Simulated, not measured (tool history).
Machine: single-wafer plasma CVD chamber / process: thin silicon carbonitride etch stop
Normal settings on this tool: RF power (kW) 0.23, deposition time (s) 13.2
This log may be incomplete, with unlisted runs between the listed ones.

run,hour,RF power (kW),deposition time (s),wafers since the last listed run,hours since the last thermocouple change,hours since the last RF generator calibration,hours since the showerhead was replaced,hours since the gauge calibration,"read-back reference wafer on the same gauge, thickness_nm",mean film thickness on the monitor wafer (nm)
1,0,0.23,14.3,0,1267.3,677.4,4944.4,1172.4,9.888,9.09
2,102.7,0.23,14.5,4269,1370,780.1,5047.1,1275.1,9.889,9.175
3,140.7,0.23,14.5,1579,1408,818.1,5085.1,1313.1,9.895,9.129
4,183,0.195,11.1,1758,1450.3,860.4,5127.4,1355.4,9.885,6.704
5,232.9,0.23,13.2,2074,1500.2,910.3,5177.3,1405.3,9.889,8.327
6,325.8,0.23,13.2,3861,1593.1,1003.2,5270.2,1498.2,9.884,8.335
# hour 468.6: thermocouple changed; heater temperature recalibrated
# hour 472.6: gauge calibrated
# hour 503.1: RF generator calibrated
7,532.3,0.23,13.2,7919,63.7,29.2,5476.7,59.7,9.892,8.516
8,625.9,0.23,13.2,3890,157.3,122.8,5570.3,153.3,9.885,8.467
9,731.9,0.23,13.2,4406,263.3,228.8,5676.3,259.3,9.885,8.426
# hour 812.8: showerhead replaced, of another model than before
10,813.3,0.23,10.8,3051,344.7,310.2,0.5,340.7,9.89,6.952
11,854.5,0.23,14.8,1712,385.9,351.4,41.7,381.9,9.889,9.488
12,957.3,0.275,13.2,4273,488.7,454.2,144.5,484.7,9.893,8.706
13,993.9,0.22,13.2,1521,525.3,490.8,181.1,521.3,9.881,8.403
14,1144.1,0.195,11.6,6243,675.5,641,331.3,671.5,9.889,7.258
15,1202.3,0.23,13.2,2419,733.7,699.2,389.5,729.7,9.891,8.437
16,1274.3,0.23,13.2,2993,805.7,771.2,461.5,801.7,9.888,8.46
17,1339.3,0.205,14.7,2702,870.7,836.2,526.5,866.7,9.889,9.219
18,1377,0.25,15.3,1567,908.4,873.9,564.2,904.4,9.885,9.891

Table of differences, measured result less the result of that run with no hidden state. Run-to-run variation is the same in both. Gauge scatter possibly is not:
The tool's hidden condition here consists of: wafer temperature above the value expected at the setpoint (K); delivered RF power above the setpoint (%); gauge reads high (%).
run,mean film thickness on the monitor wafer (nm)
1,-0.135
2,-0.157
3,-0.164
4,-0.126
5,-0.166
6,-0.184
7,-0.018
8,-0.034
9,-0.052
10,-0.028
11,-0.042
12,-0.048
13,-0.049
14,-0.054
15,-0.068
16,-0.075
17,-0.088
18,-0.098
